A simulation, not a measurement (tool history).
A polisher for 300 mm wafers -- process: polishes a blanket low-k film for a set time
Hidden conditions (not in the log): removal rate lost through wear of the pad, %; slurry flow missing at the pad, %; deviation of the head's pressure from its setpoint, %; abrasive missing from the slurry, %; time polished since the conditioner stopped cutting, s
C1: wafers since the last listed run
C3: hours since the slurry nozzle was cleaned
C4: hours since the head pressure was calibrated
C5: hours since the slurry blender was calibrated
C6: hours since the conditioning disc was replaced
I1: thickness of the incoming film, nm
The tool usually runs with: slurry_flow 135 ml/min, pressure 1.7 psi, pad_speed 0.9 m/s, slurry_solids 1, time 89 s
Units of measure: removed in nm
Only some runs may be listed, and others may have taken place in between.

Run 1, hour 0: usual settings; C1 0; wafers polished on this pad 2163; C3 420.2; C4 202.9; C5 295.6; C6 281.4; I1 775.5. Result: removed 33 nm.
Run 2, hour 46.3: usual settings; C1 385; wafers polished on this pad 2548; C3 466.5; C4 249.2; C5 341.9; C6 327.7; I1 763.6. Result: removed 33.5 nm.
At hour 72: conditioning disc replaced and pad reconditioned.
Run 3, hour 82.4: usual settings; C1 283; wafers polished on this pad 2831; C3 502.6; C4 285.3; C5 378; C6 10.4; I1 763.2. Result: removed 33.3 nm.
Run 4, hour 117.6: usual settings; C1 292; wafers polished on this pad 3124; C3 537.8; C4 320.5; C5 413.2; C6 45.6; I1 761.8. Result: removed 32.5 nm.
At hour 161.7: worn pad replaced by a new one.
Run 5, hour 174.4: usual settings; C1 439; wafers polished on this pad 105; C3 594.6; C4 377.3; C5 470; C6 102.4; I1 760.8. Result: removed 32.6 nm.
At hour 183.1: slurry blender recalibrated.
Run 6, hour 202.2: usual settings but pressure 1.4 psi; C1 214; wafers polished on this pad 319; C3 622.4; C4 405.1; C5 19.1; C6 130.2; I1 761.3. Result: removed 28.5 nm.
Run 7, hour 265.3: usual settings but pressure 1.1 psi, slurry_solids 1.2; C1 524; wafers polished on this pad 844; C3 685.5; C4 468.2; C5 82.2; C6 193.3; I1 773.6. Result: removed 25.1 nm.
Run 8, hour 302.5: usual settings but slurry_flow 95 ml/min, pressure 2 psi, time 64 s; C1 309; wafers polished on this pad 1154; C3 722.7; C4 505.4; C5 119.4; C6 230.5; I1 781.9. Result: removed 25 nm.
Run 9, hour 358: usual settings; C1 461; wafers polished on this pad 1615; C3 778.2; C4 560.9; C5 174.9; C6 286; I1 762. Result: removed 32.7 nm.
Run 10, hour 396.3: usual settings; C1 318; wafers polished on this pad 1934; C3 816.5; C4 599.2; C5 213.2; C6 324.3; I1 759.6. Result: removed 31.7 nm.
Run 11, hour 427.2: usual settings but pressure 1.4 psi; C1 257; wafers polished on this pad 2191; C3 847.4; C4 630.1; C5 244.1; C6 355.2; I1 771.4. Result: removed 27.4 nm.
Run 12, hour 485.5: usual settings but pad_speed 1.22 m/s; C1 484; wafers polished on this pad 2676; C3 905.7; C4 688.4; C5 302.4; C6 413.5; I1 777. Result: removed 40.4 nm.
At hour 502.1: slurry nozzle cleaned.
At hour 518.2: conditioning disc replaced and pad reconditioned.
Run 13, hour 537.1: usual settings but pad_speed 1.06 m/s, slurry_solids 1.25, time 120 s; C1 404; wafers polished on this pad 3080; C3 35; C4 740; C5 354; C6 18.9; I1 764.5. Result: removed 58.8 nm.
At hour 562.7: slurry blender recalibrated.
At hour 580.7: worn pad replaced by a new one.
Run 14, hour 581.2: usual settings; C1 316; wafers polished on this pad 4; C3 79.1; C4 784.1; C5 18.5; C6 63; I1 773.6. Result: removed 33.7 nm.
Run 15, hour 641.6: usual settings but time 104 s; C1 502; wafers polished on this pad 506; C3 139.5; C4 844.5; C5 78.9; C6 123.4; I1 764.6. Result: removed 39.9 nm.
Run 16, hour 699.8: usual settings but slurry_solids 1.1; C1 484; wafers polished on this pad 990; C3 197.7; C4 902.7; C5 137.1; C6 181.6; I1 782.1. Result: removed 34.9 nm.
Run 17, hour 741: usual settings but pad_speed 0.72 m/s, slurry_solids 1.1; C1 342; wafers polished on this pad 1333; C3 238.9; C4 943.9; C5 178.3; C6 222.8; I1 764.1. Result: removed 29.5 nm.
Run 18, hour 766.1: usual settings but slurry_solids 1.25, time 80 s; C1 208; wafers polished on this pad 1542; C3 264; C4 969; C5 203.4; C6 247.9; I1 777.9. Result: removed 32.8 nm.
Run 19, hour 836.7: usual settings but pressure 2 psi, pad_speed 0.62 m/s, slurry_solids 1.2, time 106 s; C1 587; wafers polished on this pad 2129; C3 334.6; C4 1039.6; C5 274; C6 318.5; I1 770.4. Result: removed 36.7 nm.
At hour 869.2: conditioning disc replaced and pad reconditioned.
Run 20, hour 874.8: usual settings but pressure 2 psi, pad_speed 1.2 m/s, time 80 s; C1 300; wafers polished on this pad 2429; C3 372.7; C4 1077.7; C5 312.1; C6 5.6; I1 767.6. Result: removed 42.5 nm.
Run 21, hour 925.2: usual settings; C1 419; wafers polished on this pad 2848; C3 423.1; C4 1128.1; C5 362.5; C6 56; I1 777.3. Result: removed 33.6 nm.
Run 22, hour 962.6: usual settings but pad_speed 0.68 m/s; C1 311; wafers polished on this pad 3159; C3 460.5; C4 1165.5; C5 399.9; C6 93.4; I1 773.3. Result: removed 26.9 nm.
At hour 1009.5: slurry blender recalibrated.
Run 23, hour 1010: usual settings but slurry_flow 120 ml/min, pressure 1.5 psi; C1 377; wafers polished on this pad 3537; C3 507.9; C4 1212.9; C5 0.5; C6 140.8; I1 771.9. Result: removed 30.3 nm.
At hour 1022.4: worn pad replaced by a new one.
Run 24, hour 1075.4: usual settings but slurry_flow 180 ml/min, pressure 2.2 psi, pad_speed 0.7 m/s, slurry_solids 1.25; C1 510; wafers polished on this pad 440; C3 573.3; C4 1278.3; C5 65.9; C6 206.2; I1 786.7. Result: removed 37.7 nm.
Run 25, hour 1112.4: usual settings but pad_speed 0.72 m/s, slurry_solids 1.2; C1 307; wafers polished on this pad 748; C3 610.3; C4 1315.3; C5 102.9; C6 243.2; I1 780.6. Result: removed 30.1 nm.

Each row is a separate what-if for the run after 25, all from the same tool condition, not one after another. Results?
Run A, hour 1112.8: usual settings; C1 3; wafers polished on this pad 751; C3 610.7; C4 1315.7; C5 103.3; C6 243.6; I1 778.6. Result: removed ?.
Run B, hour 1112.8: usual settings but pressure 1.9 psi, slurry_solids 1.25; C1 3; wafers polished on this pad 751; C3 610.7; C4 1315.7; C5 103.3; C6 243.6; I1 778.6. Result: removed ?.
Run C, hour 1112.8: usual settings but slurry_flow 175 ml/min, time 79 s; C1 3; wafers polished on this pad 751; C3 610.7; C4 1315.7; C5 103.3; C6 243.6; I1 778.6. Result: removed ?.
Run D, hour 1112.8: usual settings but slurry_flow 125 ml/min, pressure 1.1 psi, slurry_solids 0.85, time 99 s; C1 3; wafers polished on this pad 751; C3 610.7; C4 1315.7; C5 103.3; C6 243.6; I1 778.6. Result: removed ?.
Run E, hour 1112.8: usual settings but slurry_flow 115 ml/min, pad_speed 1 m/s; C1 3; wafers polished on this pad 751; C3 610.7; C4 1315.7; C5 103.3; C6 243.6; I1 778.6. Result: removed ?.

run  removed
  A     32.6
  B     39.2
  C     30.2
  D       24
  E     34.4
Without the tool's hidden state the same runs would have given:
run  removed
  A     34.2
  B     41.2
  C     31.5
  D     25.3
  E     36.4
